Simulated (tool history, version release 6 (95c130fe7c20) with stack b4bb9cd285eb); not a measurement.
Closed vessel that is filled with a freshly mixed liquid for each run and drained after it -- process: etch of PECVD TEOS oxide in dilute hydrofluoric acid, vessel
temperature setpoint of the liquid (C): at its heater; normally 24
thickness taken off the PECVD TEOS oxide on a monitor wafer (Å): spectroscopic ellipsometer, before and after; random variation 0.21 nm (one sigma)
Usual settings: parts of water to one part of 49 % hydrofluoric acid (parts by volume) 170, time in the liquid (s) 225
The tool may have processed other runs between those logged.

run    hour  temperature setpoint of the liquid (C)  parts of water to one part of 49 % hydrofluoric acid (parts by volume)  time in the liquid (s)  read-back film thickness of the PECVD TEOS oxide reference wafer, read on the same gauge (nm)  thickness taken off the PECVD TEOS oxide on a monitor wafer (Å)
  1       0                                      24                                                                     170                     225                                                                                            100                                                            372.6
  2      43                                      24                                                                     170                     225                                                                                          99.96                                                            373.9
  3   143.2                                      24                                                                     170                     225                                                                                            100                                                            379.6
  4     238                                      24                                                                     170                     225                                                                                         100.01                                                            379.1
  5   304.1                                      24                                                                     170                     225                                                                                         100.02                                                            385.5
      319.3  -- hydrofluoric acid flow meter replaced
  6   384.5                                      24                                                                     170                     225                                                                                         100.06                                                            384.5
  7   465.5                                      24                                                                     170                     225                                                                                            100                                                            386.4
      637.9  -- gauge calibrated
  8   695.6                                    22.5                                                                     170                     225                                                                                          99.99                                                              366
  9   779.9                                    21.5                                                                     170                     295                                                                                         100.02                                                            473.8
      876.9  -- thermometer replaced
 10   933.4                                      29                                                                     170                     270                                                                                          99.98                                                            536.4
     1073.8  -- hydrofluoric acid flow meter replaced
 11  1148.4                                      24                                                                     170                     225                                                                                            100                                                            373.8
 12    1203                                      24                                                                     170                     225                                                                                         100.04                                                            381.1
 13  1262.5                                      24                                                                     240                     105                                                                                         100.01                                                            116.2
 14  1356.5                                      29                                                                     145                     225                                                                                         100.01                                                            556.1

List, for all runs, the conditions of the tool that the log does not record:
hydrofluoric acid flow above the setpoint (%): 0 at every run
gauge reads high (%): 0 at every run
H1: liquid hotter than its thermometer reads (K)
run     H1
  1  0.249
  2  0.325
  3    0.5
  4  0.667
  5  0.782
  6  0.923
  7   1.07
  8   1.47
  9   1.62
 10  0.156
 11  0.533
 12  0.629
 13  0.733
 14  0.898

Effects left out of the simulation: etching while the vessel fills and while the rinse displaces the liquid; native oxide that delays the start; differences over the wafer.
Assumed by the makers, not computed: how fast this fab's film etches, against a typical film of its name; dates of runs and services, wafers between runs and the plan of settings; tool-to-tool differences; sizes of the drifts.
